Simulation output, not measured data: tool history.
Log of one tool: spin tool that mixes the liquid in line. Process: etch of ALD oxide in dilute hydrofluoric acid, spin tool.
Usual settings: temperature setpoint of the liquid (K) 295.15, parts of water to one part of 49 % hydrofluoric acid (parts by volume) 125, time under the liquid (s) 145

| run | day | temperature setpoint of the liquid (K) | parts of water to one part of 49 % hydrofluoric acid (parts by volume) | time under the liquid (s) | wafers since the last listed run | hours since the thermometer was replaced | hours since the hydrofluoric acid flow meter was replaced | hours since the gauge calibration | read-back film thickness of the ALD oxide reference wafer, read on the same gauge (nm) | thickness taken off the ALD oxide on a monitor wafer (nm) |
|---|---|---|---|---|---|---|---|---|---|---|
| 1 | 0.000 | 295.15 | 125 | 145 | 0 | 661.1 | 2280.6 | 469.8 | 109.94 | 23.81 |
| 2 | 1.438 | 295.15 | 125 | 145 | 167 | 695.6 | 2315.1 | 504.3 | 110.01 | 23.21 |
| 3 | 2.396 | 295.15 | 125 | 145 | 111 | 718.6 | 2338.1 | 527.3 | 110.00 | 23.03 |
| 4 | 3.833 | 295.15 | 125 | 145 | 167 | 753.1 | 2372.6 | 561.8 | 110.02 | 23.01 |
|  | 3.954 | thermometer replaced |
| 5 | 5.642 | 295.15 | 125 | 145 | 205 | 40.5 | 2416.0 | 605.2 | 109.99 | 25.60 |
|  | 5.767 | hydrofluoric acid flow meter replaced |
| 6 | 7.079 | 295.15 | 125 | 145 | 162 | 75.0 | 31.5 | 639.7 | 109.96 | 25.56 |
| 7 | 7.617 | 295.15 | 125 | 145 | 62 | 87.9 | 44.4 | 652.6 | 110.03 | 25.32 |
| 8 | 9.012 | 295.15 | 125 | 145 | 162 | 121.4 | 77.9 | 686.1 | 109.97 | 24.68 |
| 9 | 9.846 | 295.15 | 125 | 145 | 96 | 141.4 | 97.9 | 706.1 | 110.00 | 24.85 |
| 10 | 10.683 | 292.65 | 125 | 145 | 97 | 161.5 | 118.0 | 726.2 | 109.96 | 22.42 |
| 11 | 11.612 | 292.65 | 125 | 145 | 108 | 183.8 | 140.3 | 748.5 | 110.03 | 22.43 |
| 12 | 12.496 | 295.15 | 155 | 195 | 102 | 205.0 | 161.5 | 769.7 | 110.00 | 25.31 |
| 13 | 13.679 | 295.15 | 125 | 145 | 137 | 233.4 | 189.9 | 798.1 | 110.06 | 24.31 |
| 14 | 14.429 | 293.15 | 105 | 145 | 87 | 251.4 | 207.9 | 816.1 | 110.00 | 27.70 |
|  | 15.858 | gauge calibrated |
| 15 | 15.896 | 295.15 | 125 | 145 | 170 | 286.6 | 243.1 | 0.9 | 110.01 | 24.38 |
| 16 | 17.050 | 295.15 | 170 | 65 | 134 | 314.3 | 270.8 | 28.6 | 110.02 | 7.60 |
| 17 | 17.696 | 292.65 | 125 | 190 | 75 | 329.8 | 286.3 | 44.1 | 109.98 | 28.81 |
| 18 | 18.867 | 295.15 | 125 | 145 | 136 | 357.9 | 314.4 | 72.2 | 109.99 | 24.24 |
| 19 | 19.454 | 295.15 | 105 | 145 | 68 | 372.0 | 328.5 | 86.3 | 110.00 | 29.47 |
| 20 | 20.850 | 290.15 | 125 | 185 | 162 | 405.5 | 362.0 | 119.8 | 109.98 | 25.22 |
| 21 | 21.967 | 292.15 | 125 | 105 | 129 | 432.3 | 388.8 | 146.6 | 110.01 | 15.34 |
| 22 | 22.967 | 292.15 | 105 | 165 | 116 | 456.3 | 412.8 | 170.6 | 109.98 | 29.62 |
| 23 | 24.317 | 295.15 | 155 | 145 | 157 | 488.7 | 445.2 | 203.0 | 109.98 | 18.87 |
| 24 | 25.654 | 295.15 | 80 | 145 | 155 | 520.8 | 477.3 | 235.1 | 109.97 | 39.03 |
| 25 | 26.983 | 296.65 | 180 | 70 | 154 | 552.7 | 509.2 | 267.0 | 109.96 | 7.90 |

Forecast run 26:
| 26 | 27.942 | 290.65 | 125 | 205 | 111 | 575.7 | 532.2 | 290.0 | ? | ? |

read-back film thickness of the ALD oxide reference wafer, read on the same gauge (nm): 110.01
thickness taken off the ALD oxide on a monitor wafer (nm): 27.09
Without the tool's hidden state the same run would have given thickness taken off the ALD oxide on a monitor wafer (nm) 29.28.
